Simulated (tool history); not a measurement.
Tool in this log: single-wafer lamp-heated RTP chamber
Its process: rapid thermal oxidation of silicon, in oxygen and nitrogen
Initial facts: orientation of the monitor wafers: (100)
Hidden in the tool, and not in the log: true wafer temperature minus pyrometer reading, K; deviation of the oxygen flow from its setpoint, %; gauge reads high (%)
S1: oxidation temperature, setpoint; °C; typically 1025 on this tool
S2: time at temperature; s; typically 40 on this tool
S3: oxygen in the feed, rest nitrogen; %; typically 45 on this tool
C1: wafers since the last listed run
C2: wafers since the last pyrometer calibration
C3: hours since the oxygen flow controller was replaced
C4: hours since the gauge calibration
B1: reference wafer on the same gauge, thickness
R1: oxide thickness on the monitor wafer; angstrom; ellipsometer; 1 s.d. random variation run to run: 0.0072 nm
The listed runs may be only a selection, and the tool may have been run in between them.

run   hour    S1  S2  S3   C1    C2      C3     C4     B1     R1
  1      0  1025  40  45    0  4684  3794.9   76.3  4.595  49.45
  2    9.8  1025  40  45  109  4794  3804.7   86.1  4.593  49.64
  3   18.7  1005  40  66   99  4893  3813.6     95   4.59   49.1
  4   26.1  1005  40  66   82  4975    3821  102.4  4.592  49.31
  5   56.9  1005  40  66  343  5319  3851.8  133.2   4.59  49.47
  6     67  1034  40  45  112  5431  3861.9  143.3  4.592  52.81
      74.1  -- gauge calibrated
  7   81.7  1034  40  45  163  5595  3876.6    7.6   4.59  53.02
  8   99.2  1025  51  34  195  5790  3894.1   25.1  4.593  50.48
  9  111.7  1025  40  45  139  5929  3906.6   37.6  4.586  50.08
 10    128  1025  31  45  181  6111  3922.9   53.9  4.588  45.27
     136.7  -- pyrometer window cleaned and pyrometer calibrated
     142.8  -- oxygen flow controller replaced
 11  143.3  1006  40  45   13     5     0.5   69.2  4.589  42.68
 12  155.7  1011  28  68  138   143    12.9   81.6  4.593  43.43
 13  167.3  1025  51  58  129   273    24.5   93.2  4.591  58.17
 14  175.2  1037  40  67   88   361    32.4  101.1  4.587   59.8
 15    184  1017  40  45   98   459    41.2  109.9   4.59  45.68
 16  199.3  1025  40  45  170   629    56.5  125.2  4.588  48.16
 17  215.5  1025  40  45  180   810    72.7  141.4  4.591  48.15

Branching from run 17: 4 alternative next runs. What would each branch give?
  A  215.9  1025  50  45   4  815  73.1  141.8   ?   ?
  B  215.9  1039  31  45   4  815  73.1  141.8   ?   ?
  C  215.9  1025  40  30   4  815  73.1  141.8   ?   ?
  D  215.9  1001  40  45   4  815  73.1  141.8   ?   ?

run     B1     R1
  A  4.591  52.92
  B  4.591  47.64
  C  4.591  42.39
  D  4.591  41.22
The same runs, with their run-to-run variation unchanged, on a tool lacking any hidden condition would have given:
run     R1
  A  52.87
  B   47.6
  C  42.35
  D  41.18

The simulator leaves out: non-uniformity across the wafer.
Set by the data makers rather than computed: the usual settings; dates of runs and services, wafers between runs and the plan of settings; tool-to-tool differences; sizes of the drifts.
